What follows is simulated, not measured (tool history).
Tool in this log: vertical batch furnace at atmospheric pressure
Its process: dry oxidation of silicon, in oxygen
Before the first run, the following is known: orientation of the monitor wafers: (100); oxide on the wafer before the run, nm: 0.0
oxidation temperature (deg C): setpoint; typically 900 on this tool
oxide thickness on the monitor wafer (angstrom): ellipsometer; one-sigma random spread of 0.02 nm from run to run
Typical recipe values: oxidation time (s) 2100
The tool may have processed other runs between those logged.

run,hour,oxidation temperature (deg C),oxidation time (s),wafers since the last listed run,hours since the last temperature calibration,hours since the boat lift was adjusted,hours since the gauge calibration,"read-back reference wafer on the same gauge, thickness",oxide thickness on the monitor wafer (angstrom)
1,0.0,900,2100,0,4321.5,5548.9,89.8,11.90,136.3
2,14.3,900,2100,213,4335.8,5563.2,104.1,11.90,136.0
3,29.6,900,2100,228,4351.1,5578.5,119.4,11.91,136.2
4,41.9,909,2100,183,4363.4,5590.8,131.7,11.90,149.9
5,55.1,892,2100,197,4376.6,5604.0,144.9,11.90,124.9
# hour 88.8: boat lift adjusted
6,89.3,892,2100,152,4410.8,0.5,179.1,11.90,124.8
7,93.2,900,2400,58,4414.7,4.4,183.0,11.90,149.1
8,97.1,900,2400,58,4418.6,8.3,186.9,11.90,149.1
9,101.0,916,1110,58,4422.5,12.2,190.8,11.90,104.1
# hour 129.3: thermocouples replaced and temperature profile calibrated
10,129.8,876,1350,71,0.5,41.0,219.6,11.90,75.9
11,133.7,892,2760,58,4.4,44.9,223.5,11.90,150.8
# hour 136.5: gauge calibrated
12,137.6,900,2100,58,8.3,48.8,1.1,11.90,136.2
13,143.9,889,1770,94,14.6,55.1,7.4,11.90,107.1
14,150.6,888,1680,100,21.3,61.8,14.1,11.90,102.2
15,164.0,892,2100,200,34.7,75.2,27.5,11.90,124.9
16,170.1,885,2970,91,40.8,81.3,33.6,11.91,147.1
17,187.0,900,2100,252,57.7,98.2,50.5,11.90,136.3

Give the tool's hidden conditions for every run:
true tube temperature minus thermocouple reading, K: 0, the same for each run
monitor wafer colder than the profiled boat position, K: 0, the same for each run
gauge reads high (%): 0, the same for each run
